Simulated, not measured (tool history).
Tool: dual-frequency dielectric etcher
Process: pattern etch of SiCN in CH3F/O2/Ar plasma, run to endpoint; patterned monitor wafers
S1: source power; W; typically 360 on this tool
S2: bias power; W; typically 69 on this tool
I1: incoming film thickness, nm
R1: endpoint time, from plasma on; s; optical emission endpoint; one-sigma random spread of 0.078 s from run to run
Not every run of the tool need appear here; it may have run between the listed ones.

| run | hour | S1 | S2 | I1 | R1 |
|---|---|---|---|---|---|
| 1 | 0 | 360 | 69 | 10.14 | 25.8 |
| 2 | 32.2 | 360 | 69 | 10.22 | 25.8 |
| 3 | 60.9 | 360 | 82 | 10.11 | 24.2 |
| 4 | 77.3 | 360 | 82 | 10.09 | 24 |
| 5 | 94 | 320 | 69 | 10.07 | 26.6 |
| 6 | 107.5 | 320 | 69 | 10.14 | 26.8 |
| 7 | 128.4 | 360 | 61 | 10.06 | 26.3 |
| 8 | 141.3 | 360 | 61 | 10.2 | 26.8 |
| 9 | 177.1 | 360 | 61 | 10.03 | 26.2 |
|  | 204.6 | wet clean of the chamber |
|  | 205.2 | bias power generator calibrated |
| 10 | 205.7 | 300 | 69 | 9.99 | 27.6 |
|  | 221.6 | source power generator calibrated |
|  | 237.6 | upper electrode replaced |
| 11 | 240 | 360 | 69 | 9.93 | 25.7 |
| 12 | 253 | 360 | 69 | 10.09 | 26.1 |
| 13 | 275 | 420 | 64 | 10.16 | 25.3 |
| 14 | 309.9 | 360 | 80 | 10.18 | 24.9 |
| 15 | 335.2 | 360 | 69 | 10.1 | 26 |
| 16 | 364.4 | 380 | 64 | 10.1 | 25.9 |
| 17 | 393.4 | 320 | 69 | 10.09 | 27 |
| 18 | 411.4 | 440 | 69 | 10.17 | 24.2 |
| 19 | 446.7 | 380 | 64 | 10.13 | 26 |
| 20 | 471.9 | 310 | 69 | 10.15 | 27.6 |
| 21 | 506.2 | 360 | 69 | 10.06 | 25.6 |
| 22 | 531.8 | 330 | 55 | 10.05 | 28.5 |
| 23 | 555 | 280 | 64 | 10.1 | 29 |
| 24 | 577.4 | 450 | 59 | 9.99 | 24.5 |
| 25 | 607.7 | 360 | 69 | 10.19 | 25.8 |

Branching from run 25: 3 alternative next runs. What would each branch give?
| A | 608.1 | 360 | 62 | 10.07 | ? |
| B | 608.1 | 410 | 74 | 10.07 | ? |
| C | 608.1 | 360 | 78 | 10.07 | ? |

| run | R1 |
|---|---|
| A | 26.3 |
| B | 23.7 |
| C | 24.5 |
Without the tool's unlogged condition, the same runs would have read:
| run | R1 |
|---|---|
| A | 26.8 |
| B | 24.1 |
| C | 24.9 |
